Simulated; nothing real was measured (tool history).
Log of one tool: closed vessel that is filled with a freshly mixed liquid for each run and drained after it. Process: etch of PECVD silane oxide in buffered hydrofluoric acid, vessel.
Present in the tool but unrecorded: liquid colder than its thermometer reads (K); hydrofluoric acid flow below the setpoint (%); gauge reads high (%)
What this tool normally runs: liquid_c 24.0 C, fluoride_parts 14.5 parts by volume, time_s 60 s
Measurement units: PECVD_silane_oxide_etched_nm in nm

run,hour,liquid_c,fluoride_parts,time_s,wafers since the last listed run,hours since the thermometer was replaced,hours since the hydrofluoric acid flow meter was replaced,hours since the gauge calibration,"read-back film thickness of the PECVD silane oxide reference wafer, read on the same gauge (nm)",PECVD_silane_oxide_etched_nm
1,0.0,24.0,14.5,60,0,236.8,1431.0,425.6,69.93,87.11
2,31.5,24.0,14.5,60,2875,268.3,1462.5,457.1,69.98,86.85
3,79.1,24.0,14.5,60,4344,315.9,1510.1,504.7,70.04,85.88
4,122.5,24.0,14.5,60,3961,359.3,1553.5,548.1,70.00,84.72
5,155.7,24.0,14.5,60,3030,392.5,1586.7,581.3,70.04,83.91
6,217.9,24.0,14.5,60,5677,454.7,1648.9,643.5,70.05,83.45
7,255.8,24.0,14.5,60,3459,492.6,1686.8,681.4,70.01,80.82
8,288.4,24.0,14.5,60,2975,525.2,1719.4,714.0,69.98,82.02
9,340.3,24.0,14.5,60,4737,577.1,1771.3,765.9,69.96,80.93
10,387.1,24.0,14.5,60,4271,623.9,1818.1,812.7,69.98,80.53
11,439.1,24.0,16.0,60,4746,675.9,1870.1,864.7,70.00,71.39
12,503.2,24.0,16.0,60,5850,740.0,1934.2,928.8,69.97,71.00
# hour 549.3: thermometer replaced
13,564.9,24.0,16.0,60,5540,15.6,1995.9,990.5,69.97,78.55
14,589.1,19.5,14.5,80,2208,39.8,2020.1,1014.7,69.97,89.82
15,631.7,25.5,18.5,80,3888,82.4,2062.7,1057.3,69.97,98.70
16,691.2,24.0,14.5,60,5430,141.9,2122.2,1116.8,70.03,83.64
17,729.7,24.0,14.5,60,3514,180.4,2160.7,1155.3,69.98,83.08
# hour 755.2: hydrofluoric acid flow meter replaced
18,788.8,27.5,12.0,40,5303,239.5,33.6,1214.4,70.03,93.63
# hour 812.8: gauge calibrated
19,817.7,24.0,14.5,60,2637,268.4,62.5,4.9,69.99,97.70
20,1013.9,24.0,14.5,40,17908,464.6,258.7,201.1,69.95,61.58
21,1061.3,21.0,11.0,85,4326,512.0,306.1,248.5,70.01,143.36
22,1086.5,24.0,14.5,60,2300,537.2,331.3,273.7,69.99,91.99
23,1128.7,24.0,11.0,75,3851,579.4,373.5,315.9,70.01,145.69
24,1191.5,26.5,20.0,35,5732,642.2,436.3,378.7,70.00,44.28
25,1248.2,19.0,16.5,45,5175,698.9,493.0,435.4,70.00,43.43
# hour 1287.3: thermometer replaced
26,1315.3,24.0,19.0,50,6033,28.0,560.1,502.5,70.02,62.63

Across each entry between runs, compare the hidden state at the last listed run before it with the hidden state at the first listed run after it:
Runs 12 to 13: thermometer replaced (hour 549.3)
  liquid colder than its thermometer reads (K): 2.07 -> 0.236; hydrofluoric acid flow below the setpoint (%): 13.4 -> 13.8
  what was measured, less what the result would be without the hidden state, PECVD_silane_oxide_etched_nm: -20.72 -> -13.58 nm
Runs 17 to 18: hydrofluoric acid flow meter replaced (hour 755.2)
  liquid colder than its thermometer reads (K): 0.636 -> 0.78; hydrofluoric acid flow below the setpoint (%): 14.8 -> 0.536
  what was measured, less what the result would be without the hidden state, PECVD_silane_oxide_etched_nm: -17.63 -> -4.50 nm
Runs 18 to 19: gauge calibrated (hour 812.8)
  liquid colder than its thermometer reads (K): 0.78 -> 0.85; hydrofluoric acid flow below the setpoint (%): 0.536 -> 0.71
  what was measured, less what the result would be without the hidden state, PECVD_silane_oxide_etched_nm: -4.50 -> -5.38 nm
Runs 25 to 26: thermometer replaced (hour 1287.3)
  liquid colder than its thermometer reads (K): 1.9 -> 0.222; hydrofluoric acid flow below the setpoint (%): 3.31 -> 3.72
  what was measured, less what the result would be without the hidden state, PECVD_silane_oxide_etched_nm: -6.58 -> -3.17 nm
